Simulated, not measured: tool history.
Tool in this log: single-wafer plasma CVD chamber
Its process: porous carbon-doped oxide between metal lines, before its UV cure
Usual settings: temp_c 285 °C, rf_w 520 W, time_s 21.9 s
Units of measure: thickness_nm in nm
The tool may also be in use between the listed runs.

run,hour,temp_c,rf_w,time_s,"read-back reference wafer on the same gauge, thickness_nm",thickness_nm
1,0,285,575,21.9,96.167,128.421
2,67.9,285,575,21.9,95.848,126.294
3,197.8,285,575,21.9,96.08,127.449
4,230.5,285,520,21.9,96.008,114.574
5,277.5,285,520,21.9,96.112,114.935
6,331.9,285,520,21.9,96.069,115.496
# hour 350.8: thermocouple changed; heater temperature recalibrated
7,369.1,285,460,21.9,96.011,100.293
# hour 381.1: gauge calibrated
8,440.7,285,460,21.9,95.907,100.619
9,509.4,285,520,21.9,95.92,114.28
10,561.6,285,520,21.9,95.927,113.861
11,616.3,285,470,21.9,95.932,101.918
12,669.9,285,520,21.9,96.026,114.448
13,714.3,285,520,21.9,95.861,114.924
14,741.1,285,520,21.9,96.011,112.831
15,783.2,272,590,20.1,96.015,128.033
16,836.1,285,520,21.9,95.96,113.078
17,879.2,285,520,21.9,95.911,112.679
18,935.3,281,605,25.8,96.121,156.045
# hour 950.8: RF generator calibrated
# hour 954.8: showerhead replaced
19,977.4,270,520,21.9,95.929,118.535
20,1046.5,285,520,21.9,96.08,108.52
21,1103.8,285,520,21.9,95.979,107.43
22,1160.7,285,520,19.2,96.058,94.311
23,1199.6,290,575,25.9,96.205,135.196
# hour 1263.8: RF generator calibrated, repeated, since the last time left the tool worse
24,1264.3,275,475,18.7,95.943,99.244
25,1318,276,485,18.9,95.915,101.873
26,1363.2,297,520,18.5,95.856,95.474
27,1393.4,280,475,21.9,95.936,112.194
28,1421.1,285,435,26.1,96.037,116.579
29,1498.4,294,495,21.9,95.986,109.111
30,1529.8,285,520,21.9,96.094,118.271
31,1590.8,295,520,25.1,96.099,128.372
32,1624,270,600,24.3,96.113,162.625
# hour 1652.2: thermocouple changed; heater temperature recalibrated
33,1687.4,285,520,25.1,96.104,135.715
34,1711.7,277,480,21.9,96.065,115.542
35,1775.2,278,520,21.9,95.978,122.363

Below are 3 alternative next runs, each starting from the tool's condition after run 35. Predict each:
A,1775.6,285,520,21.9,?,?
B,1775.6,296,555,21.9,?,?
C,1775.6,285,460,19.3,?,?

run,"read-back reference wafer on the same gauge, thickness_nm",thickness_nm
A,96.057,118.788
B,96.057,119.211
C,96.057,92.241
Had the tool no hidden state, the same runs would have come out as:
run,thickness_nm
A,120.146
B,120.545
C,93.474

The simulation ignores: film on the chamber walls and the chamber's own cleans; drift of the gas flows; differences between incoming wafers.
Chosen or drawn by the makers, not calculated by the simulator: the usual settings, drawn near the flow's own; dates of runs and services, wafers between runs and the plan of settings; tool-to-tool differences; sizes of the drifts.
